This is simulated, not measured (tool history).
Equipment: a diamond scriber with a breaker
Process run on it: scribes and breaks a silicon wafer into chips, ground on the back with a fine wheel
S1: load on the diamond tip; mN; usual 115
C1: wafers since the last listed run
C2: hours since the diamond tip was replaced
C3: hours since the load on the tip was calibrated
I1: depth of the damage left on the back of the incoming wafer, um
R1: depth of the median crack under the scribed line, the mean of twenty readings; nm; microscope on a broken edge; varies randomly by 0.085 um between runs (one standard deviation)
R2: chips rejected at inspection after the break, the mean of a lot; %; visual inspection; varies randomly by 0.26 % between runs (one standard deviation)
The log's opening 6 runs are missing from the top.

| run | hour | S1 | C1 | C2 | C3 | I1 | R1 | R2 |
|---|---|---|---|---|---|---|---|---|
| 7 | 306.4 | 97 | 120 | 402.2 | 657.5 | 1.59 | 6460 | 2.75 |
|  | 333.1 | diamond tip replaced by a new one |
| 8 | 357.8 | 94 | 135 | 24.7 | 708.9 | 2.49 | 6260 | 6.16 |
| 9 | 386.2 | 94 | 77 | 53.1 | 737.3 | 1.82 | 6450 | 3.99 |
| 10 | 434.7 | 115 | 133 | 101.6 | 785.8 | 2.29 | 6930 | 4.1 |
| 11 | 470.4 | 88 | 97 | 137.3 | 821.5 | 2.38 | 6320 | 7.79 |
| 12 | 521.3 | 88 | 139 | 188.2 | 872.4 | 2.45 | 6200 | 8.35 |
| 13 | 553.6 | 136 | 88 | 220.5 | 904.7 | 2.05 | 7340 | 4.23 |
| 14 | 610.6 | 122 | 156 | 277.5 | 961.7 | 2.89 | 7050 | 6.46 |
| 15 | 653.2 | 115 | 116 | 320.1 | 1004.3 | 1.59 | 6870 | 1.91 |
|  | 662.4 | diamond tip replaced by a new one |
| 16 | 703.9 | 134 | 133 | 41.5 | 1055 | 1.78 | 7430 | 2.63 |
| 17 | 855.1 | 115 | 414 | 192.7 | 1206.2 | 2.05 | 6840 | 3.18 |
| 18 | 895.6 | 115 | 111 | 233.2 | 1246.7 | 2.03 | 6900 | 3.04 |
|  | 1004.8 | diamond tip replaced by a new one |
| 19 | 1079.9 | 102 | 500 | 75.1 | 1431 | 2.19 | 6590 | 4.24 |
| 20 | 1124.4 | 148 | 122 | 119.6 | 1475.5 | 1.8 | 7680 | 5.44 |
| 21 | 1169.3 | 133 | 123 | 164.5 | 1520.4 | 2.97 | 7290 | 7.13 |
| 22 | 1207.4 | 129 | 104 | 202.6 | 1558.5 | 2.01 | 7260 | 3.5 |
|  | 1219.6 | load on the tip recalibrated |
| 23 | 1249.6 | 98 | 110 | 244.8 | 30 | 1.96 | 6550 | 3.77 |
| 24 | 1316 | 84 | 182 | 311.2 | 96.4 | 2.54 | 6330 | 10.87 |
| 25 | 1376.3 | 93 | 165 | 371.5 | 156.7 | 2.55 | 6300 | 7.43 |
|  | 1409.5 | diamond tip replaced by a new one |
| 26 | 1426.3 | 83 | 131 | 16.8 | 206.7 | 2.87 | 6230 | 12.02 |
| 27 | 1478.3 | 104 | 142 | 68.8 | 258.7 | 2.63 | 6680 | 6.38 |
| 28 | 1523.2 | 101 | 123 | 113.7 | 303.6 | 2.97 | 6540 | 9.2 |

For run 29, what comes out?
| 29 | 1575.1 | 125 | 142 | 165.6 | 355.5 | 1.96 | ? | ? |

{"run 29": {"R1": 6910, "R2": 2.74}}
The same run, on a tool lacking any hidden state, would have yielded R1 6910 nm, R2 2.74 %.

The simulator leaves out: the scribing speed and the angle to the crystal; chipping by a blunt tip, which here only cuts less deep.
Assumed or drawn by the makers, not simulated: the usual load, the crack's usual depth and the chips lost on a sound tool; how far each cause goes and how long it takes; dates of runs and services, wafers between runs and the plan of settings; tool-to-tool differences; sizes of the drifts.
